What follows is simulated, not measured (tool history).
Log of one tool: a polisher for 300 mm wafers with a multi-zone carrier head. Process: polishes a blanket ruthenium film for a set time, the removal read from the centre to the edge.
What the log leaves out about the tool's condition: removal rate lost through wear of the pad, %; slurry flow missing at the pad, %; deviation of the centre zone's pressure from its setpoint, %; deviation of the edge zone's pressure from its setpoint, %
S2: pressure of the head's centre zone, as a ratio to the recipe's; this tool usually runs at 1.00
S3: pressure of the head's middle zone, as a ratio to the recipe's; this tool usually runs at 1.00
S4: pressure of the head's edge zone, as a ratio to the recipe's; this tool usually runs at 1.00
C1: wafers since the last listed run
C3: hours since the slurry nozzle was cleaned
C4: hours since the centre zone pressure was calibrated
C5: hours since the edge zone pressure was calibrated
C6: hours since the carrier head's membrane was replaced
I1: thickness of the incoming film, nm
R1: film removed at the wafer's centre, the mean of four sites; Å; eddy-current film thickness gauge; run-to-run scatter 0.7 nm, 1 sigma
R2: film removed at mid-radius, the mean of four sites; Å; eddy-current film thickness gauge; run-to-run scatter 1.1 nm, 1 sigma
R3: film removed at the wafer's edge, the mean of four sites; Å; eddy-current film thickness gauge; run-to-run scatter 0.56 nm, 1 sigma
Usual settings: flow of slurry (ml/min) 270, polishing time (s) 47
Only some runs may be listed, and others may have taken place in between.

{"run": 1, "hour": 0.0, "flow of slurry (ml/min)": 270, "S2": 1.03, "S3": 1.0, "S4": 1.0, "polishing time (s)": 47, "C1": 0, "wafers polished on this pad": 945, "C3": 143.9, "C4": 32.1, "C5": 1065.2, "C6": 58.8, "I1": 365.3, "R1": 850, "R2": 838, "R3": 883}
{"run": 2, "hour": 7.1, "flow of slurry (ml/min)": 270, "S2": 1.03, "S3": 1.0, "S4": 1.0, "polishing time (s)": 47, "C1": 118, "wafers polished on this pad": 1064, "C3": 151.0, "C4": 39.2, "C5": 1072.3, "C6": 65.9, "I1": 368.7, "R1": 845, "R2": 833, "R3": 877}
{"run": 3, "hour": 18.7, "flow of slurry (ml/min)": 295, "S2": 1.0, "S3": 1.0, "S4": 1.0, "polishing time (s)": 47, "C1": 193, "wafers polished on this pad": 1257, "C3": 162.6, "C4": 50.8, "C5": 1083.9, "C6": 77.5, "I1": 365.1, "R1": 820, "R2": 836, "R3": 861}
{"run": 4, "hour": 25.6, "flow of slurry (ml/min)": 295, "S2": 1.0, "S3": 1.0, "S4": 1.0, "polishing time (s)": 47, "C1": 114, "wafers polished on this pad": 1372, "C3": 169.5, "C4": 57.7, "C5": 1090.8, "C6": 84.4, "I1": 370.3, "R1": 814, "R2": 846, "R3": 866}
{"hour": 32.2, "done": "worn pad replaced by a new one"}
{"run": 5, "hour": 32.7, "flow of slurry (ml/min)": 270, "S2": 1.0, "S3": 1.0, "S4": 1.0, "polishing time (s)": 47, "C1": 51, "wafers polished on this pad": 9, "C3": 176.6, "C4": 64.8, "C5": 1097.9, "C6": 91.5, "I1": 363.9, "R1": 877, "R2": 867, "R3": 912}
{"hour": 35.0, "done": "edge zone pressure recalibrated"}
{"run": 6, "hour": 42.1, "flow of slurry (ml/min)": 320, "S2": 1.0, "S3": 1.0, "S4": 1.0, "polishing time (s)": 47, "C1": 123, "wafers polished on this pad": 132, "C3": 186.0, "C4": 74.2, "C5": 7.1, "C6": 100.9, "I1": 368.8, "R1": 867, "R2": 891, "R3": 921}
{"run": 7, "hour": 49.8, "flow of slurry (ml/min)": 270, "S2": 1.0, "S3": 1.0, "S4": 1.0, "polishing time (s)": 55, "C1": 128, "wafers polished on this pad": 260, "C3": 193.7, "C4": 81.9, "C5": 14.8, "C6": 108.6, "I1": 365.4, "R1": 998, "R2": 1007, "R3": 1053}
{"run": 8, "hour": 56.6, "flow of slurry (ml/min)": 345, "S2": 1.0, "S3": 0.9, "S4": 1.09, "polishing time (s)": 47, "C1": 113, "wafers polished on this pad": 373, "C3": 200.5, "C4": 88.7, "C5": 21.6, "C6": 115.4, "I1": 368.7, "R1": 885, "R2": 818, "R3": 958}
{"run": 9, "hour": 64.9, "flow of slurry (ml/min)": 270, "S2": 1.08, "S3": 1.0, "S4": 1.0, "polishing time (s)": 47, "C1": 138, "wafers polished on this pad": 511, "C3": 208.8, "C4": 97.0, "C5": 29.9, "C6": 123.7, "I1": 368.3, "R1": 909, "R2": 859, "R3": 893}
{"run": 10, "hour": 80.0, "flow of slurry (ml/min)": 270, "S2": 1.0, "S3": 1.0, "S4": 1.0, "polishing time (s)": 47, "C1": 251, "wafers polished on this pad": 763, "C3": 223.9, "C4": 112.1, "C5": 45.0, "C6": 138.8, "I1": 373.8, "R1": 838, "R2": 858, "R3": 887}
{"run": 11, "hour": 103.7, "flow of slurry (ml/min)": 270, "S2": 1.0, "S3": 1.0, "S4": 1.0, "polishing time (s)": 47, "C1": 394, "wafers polished on this pad": 1158, "C3": 247.6, "C4": 135.8, "C5": 68.7, "C6": 162.5, "I1": 369.9, "R1": 827, "R2": 844, "R3": 869}
{"run": 12, "hour": 112.1, "flow of slurry (ml/min)": 270, "S2": 1.0, "S3": 1.0, "S4": 0.95, "polishing time (s)": 47, "C1": 139, "wafers polished on this pad": 1298, "C3": 256.0, "C4": 144.2, "C5": 77.1, "C6": 170.9, "I1": 370.7, "R1": 828, "R2": 819, "R3": 848}
{"run": 13, "hour": 119.7, "flow of slurry (ml/min)": 270, "S2": 1.0, "S3": 1.0, "S4": 1.0, "polishing time (s)": 36, "C1": 126, "wafers polished on this pad": 1424, "C3": 263.6, "C4": 151.8, "C5": 84.7, "C6": 178.5, "I1": 372.6, "R1": 621, "R2": 648, "R3": 661}
{"hour": 132.1, "done": "slurry nozzle cleaned"}
{"hour": 133.8, "done": "worn pad replaced by a new one"}
{"run": 14, "hour": 135.7, "flow of slurry (ml/min)": 270, "S2": 1.0, "S3": 1.0, "S4": 1.09, "polishing time (s)": 47, "C1": 221, "wafers polished on this pad": 32, "C3": 3.6, "C4": 167.8, "C5": 100.7, "C6": 194.5, "I1": 373.6, "R1": 885, "R2": 875, "R3": 948}
{"run": 15, "hour": 150.4, "flow of slurry (ml/min)": 335, "S2": 1.0, "S3": 1.0, "S4": 1.0, "polishing time (s)": 33, "C1": 244, "wafers polished on this pad": 277, "C3": 18.3, "C4": 182.5, "C5": 115.4, "C6": 209.2, "I1": 371.9, "R1": 617, "R2": 626, "R3": 647}
{"run": 16, "hour": 157.6, "flow of slurry (ml/min)": 270, "S2": 0.92, "S3": 0.92, "S4": 1.0, "polishing time (s)": 47, "C1": 119, "wafers polished on this pad": 397, "C3": 25.5, "C4": 189.7, "C5": 122.6, "C6": 216.4, "I1": 376.2, "R1": 778, "R2": 808, "R3": 906}
{"run": 17, "hour": 166.0, "flow of slurry (ml/min)": 270, "S2": 1.0, "S3": 1.0, "S4": 0.92, "polishing time (s)": 47, "C1": 139, "wafers polished on this pad": 536, "C3": 33.9, "C4": 198.1, "C5": 131.0, "C6": 224.8, "I1": 378.0, "R1": 850, "R2": 865, "R3": 869}
{"run": 18, "hour": 179.9, "flow of slurry (ml/min)": 270, "S2": 1.0, "S3": 1.0, "S4": 1.0, "polishing time (s)": 47, "C1": 231, "wafers polished on this pad": 768, "C3": 47.8, "C4": 212.0, "C5": 144.9, "C6": 238.7, "I1": 369.8, "R1": 844, "R2": 860, "R3": 894}
{"run": 19, "hour": 195.7, "flow of slurry (ml/min)": 270, "S2": 1.0, "S3": 1.0, "S4": 1.0, "polishing time (s)": 47, "C1": 263, "wafers polished on this pad": 1031, "C3": 63.6, "C4": 227.8, "C5": 160.7, "C6": 254.5, "I1": 370.0, "R1": 835, "R2": 837, "R3": 878}
{"run": 20, "hour": 203.5, "flow of slurry (ml/min)": 270, "S2": 1.0, "S3": 1.0, "S4": 1.0, "polishing time (s)": 47, "C1": 129, "wafers polished on this pad": 1161, "C3": 71.4, "C4": 235.6, "C5": 168.5, "C6": 262.3, "I1": 370.7, "R1": 831, "R2": 839, "R3": 874}
{"run": 21, "hour": 218.7, "flow of slurry (ml/min)": 215, "S2": 1.0, "S3": 1.0, "S4": 1.0, "polishing time (s)": 47, "C1": 253, "wafers polished on this pad": 1414, "C3": 86.6, "C4": 250.8, "C5": 183.7, "C6": 277.5, "I1": 374.5, "R1": 792, "R2": 818, "R3": 856}
{"hour": 228.8, "done": "worn pad replaced by a new one"}
{"run": 22, "hour": 232.1, "flow of slurry (ml/min)": 270, "S2": 0.96, "S3": 1.0, "S4": 1.0, "polishing time (s)": 47, "C1": 156, "wafers polished on this pad": 55, "C3": 100.0, "C4": 264.2, "C5": 197.1, "C6": 290.9, "I1": 372.5, "R1": 829, "R2": 907, "R3": 910}
{"run": 23, "hour": 249.1, "flow of slurry (ml/min)": 195, "S2": 1.0, "S3": 1.0, "S4": 1.0, "polishing time (s)": 42, "C1": 283, "wafers polished on this pad": 338, "C3": 117.0, "C4": 281.2, "C5": 214.1, "C6": 307.9, "I1": 364.4, "R1": 723, "R2": 758, "R3": 793}

Below are 3 alternative next runs, each starting from the tool's condition after run 23. Predict each:
{"run": "A", "hour": 249.5, "flow of slurry (ml/min)": 270, "S2": 1.0, "S3": 1.0, "S4": 1.0, "polishing time (s)": 47, "C1": 6, "wafers polished on this pad": 345, "C3": 117.4, "C4": 281.6, "C5": 214.5, "C6": 308.3, "I1": 367.9, "R1": "?", "R2": "?", "R3": "?"}
{"run": "B", "hour": 249.5, "flow of slurry (ml/min)": 270, "S2": 0.9, "S3": 0.95, "S4": 1.0, "polishing time (s)": 47, "C1": 6, "wafers polished on this pad": 345, "C3": 117.4, "C4": 281.6, "C5": 214.5, "C6": 308.3, "I1": 367.9, "R1": "?", "R2": "?", "R3": "?"}
{"run": "C", "hour": 249.5, "flow of slurry (ml/min)": 360, "S2": 0.95, "S3": 1.12, "S4": 1.07, "polishing time (s)": 47, "C1": 6, "wafers polished on this pad": 345, "C3": 117.4, "C4": 281.6, "C5": 214.5, "C6": 308.3, "I1": 367.9, "R1": "?", "R2": "?", "R3": "?"}

run=A R1=852 R2=870 R3=908
run=B R1=766 R2=834 R3=909
run=C R1=831 R2=978 R3=953
What these runs would have given with no unlogged condition in the tool:
run=A R1=869 R2=887 R3=926
run=B R1=781 R2=851 R3=927
run=C R1=847 R2=997 R3=972

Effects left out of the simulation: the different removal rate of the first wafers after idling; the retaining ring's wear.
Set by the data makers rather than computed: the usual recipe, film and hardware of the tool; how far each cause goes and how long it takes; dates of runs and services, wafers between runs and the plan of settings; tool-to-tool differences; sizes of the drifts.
